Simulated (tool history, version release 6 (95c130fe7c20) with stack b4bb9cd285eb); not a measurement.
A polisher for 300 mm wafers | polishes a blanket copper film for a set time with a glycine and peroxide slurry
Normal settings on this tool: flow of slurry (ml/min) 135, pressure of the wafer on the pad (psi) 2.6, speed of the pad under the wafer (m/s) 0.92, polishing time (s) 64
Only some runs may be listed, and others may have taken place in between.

run   hour  flow of slurry (ml/min)  pressure of the wafer on the pad (psi)  speed of the pad under the wafer (m/s)  polishing time (s)  incoming thickness of the incoming film, nm  film removed (angstrom)
  1    0.0                      135                                     2.6                                    0.92                  64                                       1365.8                     3140
  2    9.3                      135                                     2.6                                    0.92                  64                                       1391.2                     3114
  3   47.2                      145                                     2.6                                    0.92                  64                                       1365.9                     3054
      55.9  -- worn pad replaced by a new one
  4   56.4                      135                                     2.6                                    0.92                  64                                       1388.7                     3035
  5   68.7                      135                                     2.6                                    0.92                  64                                       1377.4                     3046
  6   84.6                      135                                     2.6                                    0.92                  64                                       1386.9                     2966
  7  101.6                      135                                     2.6                                    1.04                  73                                       1380.3                     3728
  8  114.1                      135                                     2.6                                    1.02                  64                                       1379.9                     3223
  9  125.3                      135                                     2.6                                    1.02                  64                                       1363.2                     3167
     133.3  -- worn pad replaced by a new one
 10  133.8                      135                                     2.6                                    1.02                  64                                       1384.1                     3222
 11  144.6                      135                                     2.6                                    0.92                  64                                       1370.2                     2892
 12  157.7                      135                                     2.6                                    0.92                  64                                       1409.9                     2882
 13  164.7                      135                                     2.6                                    0.92                  64                                       1382.9                     2844
     197.1  -- worn pad replaced by a new one
 14  208.5                      135                                     2.6                                    0.92                  64                                       1397.5                     2736
 15  220.0                      135                                     2.6                                    0.92                  64                                       1374.5                     2715
 16  230.1                      135                                     2.6                                    0.92                  64                                       1383.1                     2692
     233.9  -- slurry nozzle cleaned
     235.8  -- head pressure recalibrated
 17  246.4                      135                                     2.6                                    0.92                  64                                       1385.8                     3241
 18  259.4                      135                                     2.6                                    0.92                  64                                       1391.6                     3348
     275.8  -- worn pad replaced by a new one
 19  277.0                      135                                     2.2                                    1.16                  57                                       1397.2                     3064
 20  291.1                      135                                     2.6                                    0.92                  64                                       1371.5                     3323
 21  301.8                      115                                     2.3                                    1.14                  57                                       1381.8                     3147
 22  308.2                      155                                     3.0                                    0.72                  57                                       1388.4                     2703
 23  314.5                      135                                     2.9                                    0.68                  64                                       1393.2                     2795
 24  328.1                      165                                     2.2                                    1.14                  51                                       1406.2                     2853
 25  336.7                      115                                     2.2                                    1.08                  64                                       1402.7                     3152
     347.0  -- worn pad replaced by a new one
 26  349.7                      135                                     3.0                                    0.82                  64                                       1388.5                     3315
 27  362.0                      150                                     2.6                                    0.92                  83                                       1375.6                     4295
 28  368.4                      135                                     2.8                                    1.16                  64                                       1361.1                     4158

5 ways to go on from here, each from the tool as it stands after run 28. What would each give?
  A  368.8                      135                                     2.6                                    1.22                  64                                       1356.3                        ?
  B  368.8                      135                                     2.6                                    1.12                  64                                       1356.3                        ?
  C  368.8                      135                                     2.6                                    1.04                  64                                       1356.3                        ?
  D  368.8                      100                                     2.9                                    0.92                  81                                       1356.3                        ?
  E  368.8                      135                                     2.6                                    0.68                  64                                       1356.3                        ?

run  film removed (angstrom)
  A                     4133
  B                     3848
  C                     3619
  D                     4207
  E                     2592
What these runs would have given with no unlogged condition in the tool:
run  film removed (angstrom)
  A                     4148
  B                     3862
  C                     3633
  D                     4227
  E                     2601

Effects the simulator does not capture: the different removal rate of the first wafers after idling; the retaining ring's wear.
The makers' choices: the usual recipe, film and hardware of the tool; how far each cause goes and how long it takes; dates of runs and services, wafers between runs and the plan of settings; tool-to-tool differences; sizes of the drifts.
